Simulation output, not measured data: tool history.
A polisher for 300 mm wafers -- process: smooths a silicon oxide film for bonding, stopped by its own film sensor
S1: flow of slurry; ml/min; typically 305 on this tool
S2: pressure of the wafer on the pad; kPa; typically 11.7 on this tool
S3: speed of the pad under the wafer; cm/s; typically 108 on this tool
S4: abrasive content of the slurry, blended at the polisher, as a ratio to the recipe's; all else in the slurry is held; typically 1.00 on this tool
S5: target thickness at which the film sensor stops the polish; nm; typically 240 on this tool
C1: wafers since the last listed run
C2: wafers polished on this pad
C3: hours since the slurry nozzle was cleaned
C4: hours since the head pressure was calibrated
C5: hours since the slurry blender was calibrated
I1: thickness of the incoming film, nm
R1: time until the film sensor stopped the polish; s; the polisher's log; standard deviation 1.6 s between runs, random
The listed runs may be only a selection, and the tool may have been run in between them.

{"run": 1, "day": 0.0, "S1": 305, "S2": 11.7, "S3": 108, "S4": 1.0, "S5": 240, "C1": 0, "C2": 617, "C3": 100.7, "C4": 763.6, "C5": 82.8, "I1": 314.1, "R1": 120.0}
{"run": 2, "day": 2.192, "S1": 305, "S2": 11.7, "S3": 108, "S4": 1.0, "S5": 240, "C1": 263, "C2": 880, "C3": 153.3, "C4": 816.2, "C5": 135.4, "I1": 311.4, "R1": 114.4}
{"day": 3.0, "done": "slurry blender recalibrated"}
{"run": 3, "day": 3.608, "S1": 305, "S2": 11.7, "S3": 108, "S4": 1.0, "S5": 240, "C1": 160, "C2": 1041, "C3": 187.3, "C4": 850.2, "C5": 14.6, "I1": 309.7, "R1": 114.3}
{"run": 4, "day": 4.688, "S1": 305, "S2": 11.7, "S3": 108, "S4": 1.0, "S5": 240, "C1": 129, "C2": 1170, "C3": 213.2, "C4": 876.1, "C5": 40.5, "I1": 306.5, "R1": 108.6}
{"run": 5, "day": 5.838, "S1": 305, "S2": 11.7, "S3": 108, "S4": 1.0, "S5": 240, "C1": 138, "C2": 1309, "C3": 240.8, "C4": 903.7, "C5": 68.1, "I1": 308.6, "R1": 114.0}
{"day": 7.142, "done": "worn pad replaced by a new one"}
{"run": 6, "day": 8.738, "S1": 305, "S2": 11.7, "S3": 108, "S4": 1.0, "S5": 240, "C1": 328, "C2": 191, "C3": 310.4, "C4": 973.3, "C5": 137.7, "I1": 309.5, "R1": 114.0}
{"day": 9.867, "done": "head pressure recalibrated"}
{"day": 10.283, "done": "slurry blender recalibrated"}
{"run": 7, "day": 10.467, "S1": 305, "S2": 11.7, "S3": 108, "S4": 1.0, "S5": 240, "C1": 187, "C2": 379, "C3": 351.9, "C4": 14.4, "C5": 4.4, "I1": 303.0, "R1": 103.2}
{"run": 8, "day": 16.862, "S1": 305, "S2": 11.7, "S3": 124, "S4": 1.0, "S5": 240, "C1": 768, "C2": 1148, "C3": 505.4, "C4": 167.9, "C5": 157.9, "I1": 313.5, "R1": 108.1}
{"day": 17.15, "done": "slurry blender recalibrated"}
{"run": 9, "day": 18.588, "S1": 305, "S2": 10.3, "S3": 108, "S4": 0.9, "S5": 240, "C1": 197, "C2": 1345, "C3": 546.8, "C4": 209.3, "C5": 34.5, "I1": 314.9, "R1": 152.0}
{"day": 18.975, "done": "slurry nozzle cleaned"}
{"run": 10, "day": 20.767, "S1": 305, "S2": 11.7, "S3": 108, "S4": 1.0, "S5": 240, "C1": 256, "C2": 1602, "C3": 43.0, "C4": 261.6, "C5": 86.8, "I1": 316.7, "R1": 123.7}
{"day": 21.196, "done": "worn pad replaced by a new one"}
{"run": 11, "day": 22.858, "S1": 305, "S2": 11.7, "S3": 108, "S4": 1.25, "S5": 240, "C1": 231, "C2": 199, "C3": 93.2, "C4": 311.8, "C5": 137.0, "I1": 305.1, "R1": 91.6}
{"day": 23.971, "done": "slurry blender recalibrated"}
{"run": 12, "day": 24.529, "S1": 305, "S2": 11.7, "S3": 124, "S4": 1.0, "S5": 240, "C1": 190, "C2": 390, "C3": 133.3, "C4": 351.9, "C5": 13.4, "I1": 312.0, "R1": 110.1}
{"run": 13, "day": 26.288, "S1": 305, "S2": 11.7, "S3": 134, "S4": 1.0, "S5": 240, "C1": 211, "C2": 602, "C3": 175.5, "C4": 394.1, "C5": 55.6, "I1": 305.0, "R1": 95.8}
{"run": 14, "day": 28.417, "S1": 360, "S2": 11.7, "S3": 108, "S4": 1.0, "S5": 240, "C1": 255, "C2": 858, "C3": 226.6, "C4": 445.2, "C5": 106.7, "I1": 312.7, "R1": 121.0}
{"day": 29.425, "done": "slurry blender recalibrated"}
{"run": 15, "day": 30.288, "S1": 305, "S2": 11.7, "S3": 108, "S4": 1.0, "S5": 231, "C1": 214, "C2": 1072, "C3": 271.5, "C4": 490.1, "C5": 20.7, "I1": 308.2, "R1": 123.7}

For run 16, what comes out?
{"run": 16, "day": 31.788, "S1": 305, "S2": 9.0, "S3": 108, "S4": 1.0, "S5": 231, "C1": 180, "C2": 1253, "C3": 307.5, "C4": 526.1, "C5": 56.7, "I1": 308.8, "R1": "?"}

{"run 16": {"R1": 165.3}}
Without the tool's hidden state the same run would have given R1 165.3 s.
